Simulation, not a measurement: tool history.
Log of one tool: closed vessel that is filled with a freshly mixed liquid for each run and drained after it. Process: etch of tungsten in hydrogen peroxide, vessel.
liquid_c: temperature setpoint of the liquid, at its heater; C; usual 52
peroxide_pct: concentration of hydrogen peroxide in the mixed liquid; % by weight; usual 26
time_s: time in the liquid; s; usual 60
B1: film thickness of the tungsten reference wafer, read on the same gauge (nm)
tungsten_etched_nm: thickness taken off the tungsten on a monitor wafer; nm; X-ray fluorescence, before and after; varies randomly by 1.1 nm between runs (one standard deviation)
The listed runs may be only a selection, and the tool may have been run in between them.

Run 1, day 0: usual settings but time_s 75 s; B1 150.01. Result: tungsten_etched_nm 208.83 nm.
Run 2, day 0.625: usual settings but liquid_c 57 C; B1 150. Result: tungsten_etched_nm 225.4 nm.
Run 3, day 1.312: usual settings but liquid_c 57 C; B1 149.98. Result: tungsten_etched_nm 224.59 nm.
Run 4, day 1.825: usual settings but liquid_c 57 C; B1 149.99. Result: tungsten_etched_nm 224.14 nm.
Run 5, day 2.45: usual settings; B1 149.96. Result: tungsten_etched_nm 167.74 nm.
Run 6, day 3.167: usual settings; B1 149.99. Result: tungsten_etched_nm 164.94 nm.
Run 7, day 3.604: usual settings; B1 150.04. Result: tungsten_etched_nm 166.09 nm.
Run 8, day 4.05: usual settings; B1 150.03. Result: tungsten_etched_nm 166.88 nm.
Run 9, day 4.754: usual settings but liquid_c 47.5 C, peroxide_pct 23 % by weight; B1 150.05. Result: tungsten_etched_nm 120.51 nm.
Run 10, day 5.496: usual settings but liquid_c 60.5 C, peroxide_pct 22.5 % by weight, time_s 30 s; B1 150.03. Result: tungsten_etched_nm 128.46 nm.
Run 11, day 6.038: usual settings but liquid_c 47 C, peroxide_pct 30 % by weight, time_s 85 s; B1 149.98. Result: tungsten_etched_nm 187.16 nm.
Run 12, day 6.442: usual settings but liquid_c 57 C, peroxide_pct 19 % by weight; B1 150.03. Result: tungsten_etched_nm 189.98 nm.
Run 13, day 7.996: usual settings but time_s 70 s; B1 149.99. Result: tungsten_etched_nm 194.98 nm.
Run 14, day 8.304: usual settings; B1 149.98. Result: tungsten_etched_nm 166.81 nm.
Run 15, day 8.842: usual settings but liquid_c 57 C, time_s 80 s; B1 150.02. Result: tungsten_etched_nm 301.18 nm.
Run 16, day 9.417: usual settings but liquid_c 59 C, peroxide_pct 30 % by weight, time_s 35 s; B1 149.99. Result: tungsten_etched_nm 157.82 nm.
Run 17, day 9.879: usual settings; B1 150.01. Result: tungsten_etched_nm 165.18 nm.
Run 18, day 10.367: usual settings; B1 150.02. Result: tungsten_etched_nm 166.16 nm.
Run 19, day 10.808: usual settings but liquid_c 57 C; B1 150.01. Result: tungsten_etched_nm 225.5 nm.
Run 20, day 11.433: usual settings but liquid_c 49 C, peroxide_pct 30 % by weight, time_s 30 s; B1 150. Result: tungsten_etched_nm 74.53 nm.
Run 21, day 12.162: usual settings but liquid_c 43.5 C, peroxide_pct 30 % by weight, time_s 35 s; B1 149.99. Result: tungsten_etched_nm 61.77 nm.
Run 22, day 14.379: usual settings but time_s 35 s; B1 150.02. Result: tungsten_etched_nm 97.94 nm.
Run 23, day 15.125: usual settings but peroxide_pct 30 % by weight; B1 150.04. Result: tungsten_etched_nm 179.23 nm.
Run 24, day 15.5: usual settings; B1 149.97. Result: tungsten_etched_nm 167.06 nm.
Run 25, day 16.092: usual settings but peroxide_pct 23 % by weight, time_s 75 s; B1 149.97. Result: tungsten_etched_nm 196.8 nm.
Run 26, day 16.525: usual settings but liquid_c 60.5 C, peroxide_pct 23 % by weight, time_s 90 s; B1 149.97. Result: tungsten_etched_nm 383.69 nm.
Run 27, day 17.008: usual settings but peroxide_pct 30 % by weight, time_s 35 s; B1 150.02. Result: tungsten_etched_nm 102.89 nm.
Run 28, day 17.621: usual settings but peroxide_pct 18.5 % by weight; B1 150.02. Result: tungsten_etched_nm 142.33 nm.
Run 29, day 18.25: usual settings; B1 150.04. Result: tungsten_etched_nm 167.12 nm.
Run 30, day 18.929: usual settings; B1 150. Result: tungsten_etched_nm 166.82 nm.

Missing from the log above: 4 entries noted between runs. For each, name the pair of listed runs it sits between and say how the tool's hidden condition differs from the listed run just before to the listed run just after:
In the gap between runs 3 and 4: gauge calibrated (day 1.683)
  no hidden state differs between the two runs
In the gap between runs 10 and 11: thermometer replaced (day 5.817)
  no hidden state differs between the two runs
In the gap between runs 15 and 16: new drum of peroxide connected (day 9.333)
  no hidden state differs between the two runs
In the gap between runs 17 and 18: peroxide flow meter replaced (day 10.333)
  no hidden state differs between the two runs
